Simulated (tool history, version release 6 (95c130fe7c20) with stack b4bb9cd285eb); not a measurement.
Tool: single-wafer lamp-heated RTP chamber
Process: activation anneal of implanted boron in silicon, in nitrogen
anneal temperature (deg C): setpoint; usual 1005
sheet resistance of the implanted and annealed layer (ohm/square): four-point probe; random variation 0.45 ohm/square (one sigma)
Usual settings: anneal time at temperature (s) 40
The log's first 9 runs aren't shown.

run	hour	anneal temperature (deg C)	anneal time at temperature (s)	wafers since the last listed run	wafers since the last pyrometer calibration	wafers since the reflector plate was cleaned	hours since the gauge calibration	read-back reference wafer on the same gauge, sheet resistance	sheet resistance of the implanted and annealed layer (ohm/square)
# hour 140.2: reflector plate cleaned
10	140.7	1005	40	100	3336	4	202.4	295.99	300.56
11	147.9	1005	40	63	3399	67	209.6	296.15	298.89
# hour 149.9: gauge calibrated
12	157.1	1005	40	80	3480	148	7.2	295.96	299.38
13	164.8	1005	40	67	3548	216	14.9	295.97	299.30
14	174.5	1005	40	85	3633	301	24.6	295.99	298.90
15	183.5	1005	24	79	3712	380	33.6	295.99	301.01
16	197.7	1016	27	124	3837	505	47.8	295.98	299.17
17	206.5	1013	40	77	3915	582	56.6	296.01	298.82
18	221.3	1014	19	130	4045	712	71.4	296.04	301.00
19	235.3	1005	18	123	4168	836	85.4	295.96	301.92
20	247.1	1005	54	103	4272	939	97.2	296.04	298.76
21	253.5	1029	27	56	4328	996	103.6	296.07	297.99
22	269.1	1005	22	137	4465	1133	119.2	295.95	302.04
# hour 287.0: pyrometer window cleaned and pyrometer calibrated
23	318.2	1005	40	361	274	1494	168.3	296.03	299.74
24	328.9	1020	16	94	368	1589	179.0	296.12	301.05
25	344.9	1005	40	140	509	1729	195.0	296.07	299.84
26	355.1	1029	21	89	599	1819	205.2	295.91	298.70
# hour 368.6: gauge calibrated
27	368.7	1025	40	119	718	1939	0.1	296.03	296.39
28	376.8	984	40	71	789	2010	8.2	295.93	304.41
29	393.1	1005	40	143	933	2153	24.5	296.03	299.00
30	402.9	980	47	86	1019	2240	34.3	296.03	306.19

Forecast each of these 4 alternatives for the next run:
A	403.3	990	40	3	1023	2243	34.7	?	?
B	403.3	996	54	3	1023	2243	34.7	?	?
C	403.3	1021	59	3	1023	2243	34.7	?	?
D	403.3	1031	29	3	1023	2243	34.7	?	?

run	read-back reference wafer on the same gauge, sheet resistance	sheet resistance of the implanted and annealed layer (ohm/square)
A	296.00	303.12
B	296.00	300.03
C	296.00	295.43
D	296.00	298.26
Without the tool's hidden state the same runs would have given:
run	sheet resistance of the implanted and annealed layer (ohm/square)
A	303.12
B	300.03
C	295.43
D	298.26

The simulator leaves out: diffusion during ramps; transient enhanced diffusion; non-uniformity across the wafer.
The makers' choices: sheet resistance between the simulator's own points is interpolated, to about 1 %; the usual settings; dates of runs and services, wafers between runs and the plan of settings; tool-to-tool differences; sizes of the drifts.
